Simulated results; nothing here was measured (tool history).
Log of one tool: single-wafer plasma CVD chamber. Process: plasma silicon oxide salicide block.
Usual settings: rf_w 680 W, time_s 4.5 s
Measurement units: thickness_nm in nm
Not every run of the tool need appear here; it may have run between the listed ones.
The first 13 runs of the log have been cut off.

run,hour,rf_w,time_s,wafers since the last listed run,hours since the last RF generator calibration,hours since the showerhead was replaced,hours since the gauge calibration,"read-back reference wafer on the same gauge, thickness_nm",thickness_nm
14,150.2,680,4.5,216,1040.2,2559,379.6,40.677,49.246
15,165.5,680,4.5,551,1055.5,2574.3,394.9,40.688,49.36
16,174.6,680,4.5,328,1064.6,2583.4,404,40.696,49.277
17,183.5,680,4.5,321,1073.5,2592.3,412.9,40.694,49.186
18,196.7,680,4.5,476,1086.7,2605.5,426.1,40.714,49.215
# hour 211.2: showerhead replaced
19,211.7,720,4.5,252,1101.7,0.5,441.1,40.674,49.764
# hour 222.1: RF generator calibrated
20,222.6,680,4.5,104,0.5,11.4,452,40.699,49.055
21,225.4,580,3.66,101,3.3,14.2,454.8,40.722,38.852
22,240.2,680,4.5,533,18.1,29,469.6,40.685,48.938
23,249.5,550,5.04,335,27.4,38.3,478.9,40.701,53.154
24,263.4,680,4.79,501,41.3,52.2,492.8,40.696,52.116
25,279.3,680,4.76,573,57.2,68.1,508.7,40.713,51.785
26,286,745,4.5,241,63.9,74.8,515.4,40.734,49.625
27,298.9,680,4.5,465,76.8,87.7,528.3,40.693,49.021
# hour 312.4: RF generator calibrated, repeated, since the last time left the tool worse
28,312.9,780,4.07,216,0.5,101.7,542.3,40.694,46.09
# hour 326.1: gauge calibrated
29,328.8,725,4.84,573,16.4,117.6,2.7,40.716,54.049
30,338.4,680,4.5,346,26,127.2,12.3,40.728,49.726
31,348.4,680,4.5,360,36,137.2,22.3,40.688,49.751
32,355.5,680,4.77,256,43.1,144.3,29.4,40.692,52.779
33,362.8,635,4.5,263,50.4,151.6,36.7,40.681,49.36

Run 34 is up next; what results do you expect?
34,370.8,815,3.79,288,58.4,159.6,44.7,?,?

{"run 34": {"read-back reference wafer on the same gauge, thickness_nm": 40.687, "thickness_nm": 43.2}}
Minus the tool's unlogged condition, the same run would have read thickness_nm 43.241 nm.
